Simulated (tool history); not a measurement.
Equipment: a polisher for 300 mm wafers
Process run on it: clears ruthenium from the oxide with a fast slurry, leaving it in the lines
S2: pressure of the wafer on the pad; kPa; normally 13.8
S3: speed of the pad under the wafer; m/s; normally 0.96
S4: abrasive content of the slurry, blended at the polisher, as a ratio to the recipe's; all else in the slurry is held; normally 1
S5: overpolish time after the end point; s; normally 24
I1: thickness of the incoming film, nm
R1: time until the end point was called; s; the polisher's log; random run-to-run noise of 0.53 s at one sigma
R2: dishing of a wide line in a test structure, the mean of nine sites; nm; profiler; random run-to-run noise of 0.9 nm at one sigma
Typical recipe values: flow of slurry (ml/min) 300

Run 1, hour 0: usual settings but S3 1.1 m/s; I1 186. Result: R1 59.3 s, R2 53.2 nm.
At hour 11.3: worn pad replaced by a new one.
At hour 36.9: slurry nozzle cleaned.
Run 2, hour 44.6: usual settings; I1 188.3. Result: R1 66.8 s, R2 47.5 nm.
Run 3, hour 77.5: usual settings; I1 190.5. Result: R1 67.2 s, R2 48 nm.
Run 4, hour 126.2: usual settings; I1 192.3. Result: R1 68.8 s, R2 47.4 nm.
Run 5, hour 171.2: usual settings; I1 189.7. Result: R1 69.2 s, R2 46.5 nm.
At hour 191.6: slurry blender recalibrated.
Run 6, hour 199.5: usual settings but S2 15.2 kPa; I1 190.4. Result: R1 61.3 s, R2 51.9 nm.
At hour 385.9: head pressure recalibrated.
Run 7, hour 407.5: usual settings; I1 190.1. Result: R1 62.4 s, R2 50.3 nm.
At hour 438.9: worn pad replaced by a new one.
Run 8, hour 463.8: usual settings; I1 193.1. Result: R1 64.1 s, R2 50.4 nm.
At hour 476.2: slurry nozzle cleaned.
Run 9, hour 528.6: usual settings; I1 192.3. Result: R1 64 s, R2 50.1 nm.
Run 10, hour 574.8: usual settings; I1 190.4. Result: R1 65.1 s, R2 49.4 nm.
Run 11, hour 642.6: usual settings but flow of slurry (ml/min) 335, S3 1.12 m/s; I1 188.7. Result: R1 56.4 s, R2 56 nm.
At hour 693.7: slurry blender recalibrated.
Run 12, hour 709: usual settings but S3 1.16 m/s, S4 0.8; I1 190.1. Result: R1 58.1 s, R2 53.9 nm.
Run 13, hour 741.9: usual settings but S4 0.75, S5 37 s; I1 191.3. Result: R1 71.2 s, R2 65.7 nm.
Run 14, hour 807.7: usual settings but S3 1.16 m/s, S4 0.8; I1 190.7. Result: R1 59.3 s, R2 55.4 nm.

Expected results for the next run?
At hour 827.3: worn pad replaced by a new one.
Run 15, hour 866.7: usual settings but S2 16.5 kPa; I1 191.3. Result: R1 ?, R2 ?.

For run 15 the tool returned R1 54 s, R2 55.6 nm.
Minus the tool's unlogged condition, the same run would have read R1 50.9 s, R2 58.2 nm.

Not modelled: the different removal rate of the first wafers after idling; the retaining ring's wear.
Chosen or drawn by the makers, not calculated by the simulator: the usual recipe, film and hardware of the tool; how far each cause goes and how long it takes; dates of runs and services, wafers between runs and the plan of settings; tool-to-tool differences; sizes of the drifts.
